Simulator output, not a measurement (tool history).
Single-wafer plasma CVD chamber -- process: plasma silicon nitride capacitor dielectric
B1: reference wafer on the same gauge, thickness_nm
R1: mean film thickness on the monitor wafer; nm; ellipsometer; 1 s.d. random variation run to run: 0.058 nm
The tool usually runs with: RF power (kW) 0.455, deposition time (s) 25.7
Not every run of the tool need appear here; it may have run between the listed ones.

Run 1, day 0.000: usual settings but RF power (kW) 0.400, deposition time (s) 26.9; B1 37.886. Result: R1 39.684 nm.
Run 2, day 1.908: usual settings but RF power (kW) 0.400, deposition time (s) 26.9; B1 37.957. Result: R1 39.774 nm.
Run 3, day 2.300: usual settings but RF power (kW) 0.400, deposition time (s) 26.9; B1 37.968. Result: R1 39.818 nm.
Run 4, day 2.746: usual settings but RF power (kW) 0.425, deposition time (s) 23.7; B1 37.982. Result: R1 35.434 nm.
Run 5, day 3.112: usual settings but deposition time (s) 29.6; B1 37.992. Result: R1 44.712 nm.
Run 6, day 3.617: usual settings but deposition time (s) 29.6; B1 38.034. Result: R1 44.807 nm.
Run 7, day 4.208: usual settings; B1 38.050. Result: R1 38.871 nm.
Run 8, day 4.542: usual settings; B1 38.051. Result: R1 38.740 nm.
Run 9, day 4.975: usual settings but RF power (kW) 0.390; B1 38.057. Result: R1 37.994 nm.
Run 10, day 5.450: usual settings but RF power (kW) 0.390; B1 38.077. Result: R1 38.028 nm.
Run 11, day 6.008: usual settings but RF power (kW) 0.390; B1 38.092. Result: R1 37.954 nm.
Run 12, day 6.492: usual settings; B1 38.124. Result: R1 38.931 nm.
Run 13, day 6.908: usual settings but deposition time (s) 28.1; B1 38.107. Result: R1 42.545 nm.
Run 14, day 7.338: usual settings but deposition time (s) 28.1; B1 38.154. Result: R1 42.621 nm.
Run 15, day 7.717: usual settings but deposition time (s) 28.1; B1 38.184. Result: R1 42.694 nm.
Run 16, day 8.100: usual settings; B1 38.166. Result: R1 39.060 nm.
At day 8.558: gauge calibrated.
Run 17, day 8.592: usual settings but deposition time (s) 28.1; B1 37.894. Result: R1 42.360 nm.
At day 9.329: showerhead replaced.
Run 18, day 9.350: usual settings but RF power (kW) 0.510, deposition time (s) 23.8; B1 37.933. Result: R1 36.616 nm.
Run 19, day 9.783: usual settings but RF power (kW) 0.370, deposition time (s) 27.4; B1 37.928. Result: R1 40.019 nm.
Run 20, day 10.296: usual settings but RF power (kW) 0.495; B1 37.973. Result: R1 39.323 nm.
At day 10.842: RF generator calibrated.
Run 21, day 10.862: usual settings but deposition time (s) 30.0; B1 38.010. Result: R1 45.380 nm.
Run 22, day 11.271: usual settings but RF power (kW) 0.540, deposition time (s) 22.3; B1 37.983. Result: R1 34.674 nm.
Run 23, day 11.846: usual settings; B1 38.025. Result: R1 38.890 nm.
Run 24, day 12.383: usual settings but RF power (kW) 0.415; B1 38.039. Result: R1 38.363 nm.
Run 25, day 13.121: usual settings but deposition time (s) 29.5; B1 38.075. Result: R1 44.608 nm.
Run 26, day 13.408: usual settings; B1 38.060. Result: R1 38.869 nm.

Run 27 comes next. What will it give?
Run 27, day 13.667: usual settings but deposition time (s) 22.5; B1 ?. Result: R1 ?.

B1: 38.099
R1: 34.056 nm
Were there no unlogged condition in the tool, this run, its random variation unchanged, would have produced R1 33.884 nm.
